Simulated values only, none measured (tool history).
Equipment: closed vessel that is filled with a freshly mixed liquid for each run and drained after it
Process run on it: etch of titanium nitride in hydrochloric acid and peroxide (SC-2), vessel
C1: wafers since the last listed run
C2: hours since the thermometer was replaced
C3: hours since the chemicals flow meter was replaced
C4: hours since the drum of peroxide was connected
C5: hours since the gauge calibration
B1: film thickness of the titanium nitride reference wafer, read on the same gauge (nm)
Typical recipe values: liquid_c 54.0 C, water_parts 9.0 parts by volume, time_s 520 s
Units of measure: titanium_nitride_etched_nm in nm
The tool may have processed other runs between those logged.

{"run": 1, "hour": 0.0, "liquid_c": 54.0, "water_parts": 9.0, "time_s": 520, "C1": 0, "C2": 2484.0, "C3": 1351.4, "C4": 524.4, "C5": 591.0, "B1": 30.14, "titanium_nitride_etched_nm": 13.45}
{"run": 2, "hour": 58.4, "liquid_c": 54.0, "water_parts": 9.0, "time_s": 520, "C1": 5087, "C2": 2542.4, "C3": 1409.8, "C4": 582.8, "C5": 649.4, "B1": 30.26, "titanium_nitride_etched_nm": 13.48}
{"run": 3, "hour": 129.2, "liquid_c": 54.0, "water_parts": 9.0, "time_s": 520, "C1": 6167, "C2": 2613.2, "C3": 1480.6, "C4": 653.6, "C5": 720.2, "B1": 30.28, "titanium_nitride_etched_nm": 13.51}
{"run": 4, "hour": 184.1, "liquid_c": 54.0, "water_parts": 9.0, "time_s": 520, "C1": 4782, "C2": 2668.1, "C3": 1535.5, "C4": 708.5, "C5": 775.1, "B1": 30.35, "titanium_nitride_etched_nm": 13.51}
{"run": 5, "hour": 235.0, "liquid_c": 54.0, "water_parts": 9.0, "time_s": 520, "C1": 4434, "C2": 2719.0, "C3": 1586.4, "C4": 759.4, "C5": 826.0, "B1": 30.43, "titanium_nitride_etched_nm": 13.5}
{"run": 6, "hour": 265.8, "liquid_c": 59.5, "water_parts": 9.0, "time_s": 455, "C1": 2683, "C2": 2749.8, "C3": 1617.2, "C4": 790.2, "C5": 856.8, "B1": 30.43, "titanium_nitride_etched_nm": 16.81}
{"run": 7, "hour": 294.6, "liquid_c": 54.0, "water_parts": 9.0, "time_s": 520, "C1": 2508, "C2": 2778.6, "C3": 1646.0, "C4": 819.0, "C5": 885.6, "B1": 30.52, "titanium_nitride_etched_nm": 13.59}
{"run": 8, "hour": 328.6, "liquid_c": 54.0, "water_parts": 9.0, "time_s": 520, "C1": 2961, "C2": 2812.6, "C3": 1680.0, "C4": 853.0, "C5": 919.6, "B1": 30.54, "titanium_nitride_etched_nm": 13.55}
{"run": 9, "hour": 371.0, "liquid_c": 54.0, "water_parts": 11.5, "time_s": 520, "C1": 3693, "C2": 2855.0, "C3": 1722.4, "C4": 895.4, "C5": 962.0, "B1": 30.6, "titanium_nitride_etched_nm": 11.05}
{"run": 10, "hour": 410.3, "liquid_c": 54.0, "water_parts": 9.0, "time_s": 520, "C1": 3423, "C2": 2894.3, "C3": 1761.7, "C4": 934.7, "C5": 1001.3, "B1": 30.67, "titanium_nitride_etched_nm": 13.62}
{"hour": 417.2, "done": "chemicals flow meter replaced"}
{"hour": 432.4, "done": "new drum of peroxide connected"}
{"run": 11, "hour": 450.2, "liquid_c": 62.5, "water_parts": 6.5, "time_s": 605, "C1": 3301, "C2": 2934.2, "C3": 33.0, "C4": 17.8, "C5": 1041.2, "B1": 30.69, "titanium_nitride_etched_nm": 35.33}
{"hour": 460.0, "done": "thermometer replaced"}
{"run": 12, "hour": 507.3, "liquid_c": 54.0, "water_parts": 9.0, "time_s": 520, "C1": 4887, "C2": 47.3, "C3": 90.1, "C4": 74.9, "C5": 1098.3, "B1": 30.79, "titanium_nitride_etched_nm": 13.73}
{"hour": 517.0, "done": "gauge calibrated"}
{"run": 13, "hour": 556.8, "liquid_c": 54.0, "water_parts": 9.0, "time_s": 520, "C1": 4312, "C2": 96.8, "C3": 139.6, "C4": 124.4, "C5": 39.8, "B1": 30.01, "titanium_nitride_etched_nm": 13.31}
{"run": 14, "hour": 623.9, "liquid_c": 62.0, "water_parts": 9.0, "time_s": 415, "C1": 5845, "C2": 163.9, "C3": 206.7, "C4": 191.5, "C5": 106.9, "B1": 30.03, "titanium_nitride_etched_nm": 17.8}
{"run": 15, "hour": 810.1, "liquid_c": 54.0, "water_parts": 4.5, "time_s": 520, "C1": 16220, "C2": 350.1, "C3": 392.9, "C4": 377.7, "C5": 293.1, "B1": 30.06, "titanium_nitride_etched_nm": 22.66}
{"run": 16, "hour": 855.1, "liquid_c": 48.0, "water_parts": 9.0, "time_s": 520, "C1": 3920, "C2": 395.1, "C3": 437.9, "C4": 422.7, "C5": 338.1, "B1": 30.1, "titanium_nitride_etched_nm": 8.98}
{"run": 17, "hour": 893.5, "liquid_c": 50.5, "water_parts": 10.5, "time_s": 330, "C1": 3345, "C2": 433.5, "C3": 476.3, "C4": 461.1, "C5": 376.5, "B1": 30.1, "titanium_nitride_etched_nm": 5.94}
{"run": 18, "hour": 962.8, "liquid_c": 61.0, "water_parts": 13.0, "time_s": 275, "C1": 6037, "C2": 502.8, "C3": 545.6, "C4": 530.4, "C5": 445.8, "B1": 30.14, "titanium_nitride_etched_nm": 8.12}
{"run": 19, "hour": 990.3, "liquid_c": 54.0, "water_parts": 9.0, "time_s": 520, "C1": 2395, "C2": 530.3, "C3": 573.1, "C4": 557.9, "C5": 473.3, "B1": 30.17, "titanium_nitride_etched_nm": 13.49}

For each entry between runs, how does the tool's hidden state at the last listed run before it compare with that at the first listed run after it?
In the gap between runs 10 and 11: chemicals flow meter replaced (hour 417.2); new drum of peroxide connected (hour 432.4)
  gauge reads high (%): 2.16 -> 2.36
  measured result minus the result with no hidden state, titanium_nitride_etched_nm: +0.29 -> +0.82 nm
In the gap between runs 11 and 12: thermometer replaced (hour 460.0)
  gauge reads high (%): 2.36 -> 2.66
  measured result minus the result with no hidden state, titanium_nitride_etched_nm: +0.82 -> +0.36 nm
In the gap between runs 12 and 13: gauge calibrated (hour 517.0)
  gauge reads high (%): 2.66 -> 0.0217
  measured result minus the result with no hidden state, titanium_nitride_etched_nm: +0.36 -> +0.00 nm
